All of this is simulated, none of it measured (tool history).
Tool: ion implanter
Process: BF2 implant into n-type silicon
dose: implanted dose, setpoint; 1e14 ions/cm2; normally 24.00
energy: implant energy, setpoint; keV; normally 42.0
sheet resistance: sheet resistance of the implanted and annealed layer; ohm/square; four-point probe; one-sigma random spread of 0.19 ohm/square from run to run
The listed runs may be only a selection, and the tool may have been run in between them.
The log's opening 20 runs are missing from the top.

run   hour   dose  energy  read-back reference wafer on the same gauge, sheet resistance  sheet resistance
 21  280.4  28.16    42.0                                                         139.99            125.77
 22  287.6  28.86    33.0                                                         140.01            142.61
 23  295.8  30.65    42.0                                                         139.96            125.47
 24  305.7  24.00    42.0                                                         139.99            127.27
 25  322.9  24.00    42.0                                                         139.98            127.09
 26  333.3  24.00    53.0                                                         140.01            112.06
 27  344.4  27.08    54.5                                                         139.97            109.09
 28  360.7  24.00    31.5                                                         140.00            147.76
 29  367.8  17.25    36.5                                                         140.03            141.35
 30  375.0  25.92    47.5                                                         139.97            118.49
 31  390.2  21.54    55.0                                                         139.98            111.26
 32  404.6  18.82    53.5                                                         140.02            115.54
 33  419.4  24.00    42.0                                                         140.09            127.51
 34  435.9  24.00    35.0                                                         140.06            140.06
 35  445.0  18.05    34.0                                                         139.97            145.79
 36  455.5  28.98    46.0                                                         140.00            119.34

Here are 5 independent what-if runs from the current tool condition. What would each one return?
  A  455.9  24.00    55.0                                                              ?                 ?
  B  455.9  29.26    48.0                                                              ?                 ?
  C  455.9  22.12    56.5                                                              ?                 ?
  D  455.9  19.54    33.0                                                              ?                 ?
  E  455.9  29.55    47.5                                                              ?                 ?

run  read-back reference wafer on the same gauge, sheet resistance  sheet resistance
  A                                                         140.04            109.60
  B                                                         140.04            116.49
  C                                                         140.04            109.06
  D                                                         140.04            146.32
  E                                                         140.04            117.10
Stripped of hidden state, with their random variation kept, the same runs would have yielded:
run  sheet resistance
  A            109.60
  B            116.49
  C            109.06
  D            146.32
  E            117.10

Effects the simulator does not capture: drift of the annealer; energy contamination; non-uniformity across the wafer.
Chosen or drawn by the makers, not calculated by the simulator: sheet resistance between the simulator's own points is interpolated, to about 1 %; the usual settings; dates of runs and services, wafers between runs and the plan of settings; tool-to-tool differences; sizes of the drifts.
